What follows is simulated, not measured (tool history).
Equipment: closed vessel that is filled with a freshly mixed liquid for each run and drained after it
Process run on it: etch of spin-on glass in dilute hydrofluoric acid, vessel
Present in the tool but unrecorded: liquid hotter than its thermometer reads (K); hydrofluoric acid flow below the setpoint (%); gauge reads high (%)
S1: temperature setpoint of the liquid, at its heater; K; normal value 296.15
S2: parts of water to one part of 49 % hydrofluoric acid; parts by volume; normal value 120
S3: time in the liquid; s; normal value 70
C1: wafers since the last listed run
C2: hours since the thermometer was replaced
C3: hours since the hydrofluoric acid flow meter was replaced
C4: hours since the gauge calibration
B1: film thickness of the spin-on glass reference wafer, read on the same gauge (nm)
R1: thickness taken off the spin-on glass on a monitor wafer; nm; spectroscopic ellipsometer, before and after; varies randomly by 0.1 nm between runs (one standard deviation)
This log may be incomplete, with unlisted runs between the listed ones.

run,hour,S1,S2,S3,C1,C2,C3,C4,B1,R1
1,0,299.15,120,70,0,1166.5,1365.3,418.4,50.01,24.3
2,94.1,299.15,120,70,8268,1260.6,1459.4,512.5,49.99,24.45
3,139.9,292.65,120,40,4024,1306.4,1505.2,558.3,49.94,10.76
4,186.6,292.65,120,40,4103,1353.1,1551.9,605,50.02,10.64
5,292.7,294.65,120,70,9322,1459.2,1658,711.1,50,20.31
6,336,296.15,120,70,3804,1502.5,1701.3,754.4,49.99,21.29
7,503,296.15,120,70,14673,1669.5,1868.3,921.4,50.03,21.25
# hour 558.8: thermometer replaced
8,624.2,296.15,120,70,10561,65.4,1989.5,1042.6,49.98,21.07
# hour 657.8: hydrofluoric acid flow meter replaced
9,727.5,296.15,120,70,8988,168.7,69.7,1145.9,50,22.79
10,830.3,294.65,120,40,9032,271.5,172.5,1248.7,50.04,12.12
11,868.4,296.15,120,70,3347,309.6,210.6,1286.8,49.98,22.7
12,958.6,296.15,120,70,7925,399.8,300.8,1377,49.99,22.42
# hour 991.4: gauge calibrated
13,1021.2,292.65,80,70,5500,462.4,363.4,29.8,49.99,30.51
14,1090.9,294.65,65,95,6124,532.1,433.1,99.5,49.96,56.31
15,1132.2,296.15,100,40,3628,573.4,474.4,140.8,49.98,15.71
16,1195.7,296.15,120,100,5579,636.9,537.9,204.3,50.02,31.93
17,1316.8,299.15,120,85,10640,758,659,325.4,50.01,30.21
18,1366.5,296.15,80,70,4366,807.7,708.7,375.1,49.99,35.02
19,1409.2,292.15,60,70,3751,850.4,751.4,417.8,49.99,40.19

Forecast each of these 5 alternatives for the next run:
A,1409.9,296.15,150,70,61,851.1,752.1,418.5,?,?
B,1409.9,296.15,60,40,61,851.1,752.1,418.5,?,?
C,1409.9,291.65,160,105,61,851.1,752.1,418.5,?,?
D,1409.9,299.65,140,105,61,851.1,752.1,418.5,?,?
E,1409.9,296.15,145,80,61,851.1,752.1,418.5,?,?

run,B1,R1
A,50.01,17.13
B,50.01,27.33
C,50.01,19.97
D,50.01,31.82
E,50.01,20.37
Without the tool's hidden state the same runs would have given:
run,R1
A,17.83
B,28.35
C,20.78
D,33.12
E,21.2

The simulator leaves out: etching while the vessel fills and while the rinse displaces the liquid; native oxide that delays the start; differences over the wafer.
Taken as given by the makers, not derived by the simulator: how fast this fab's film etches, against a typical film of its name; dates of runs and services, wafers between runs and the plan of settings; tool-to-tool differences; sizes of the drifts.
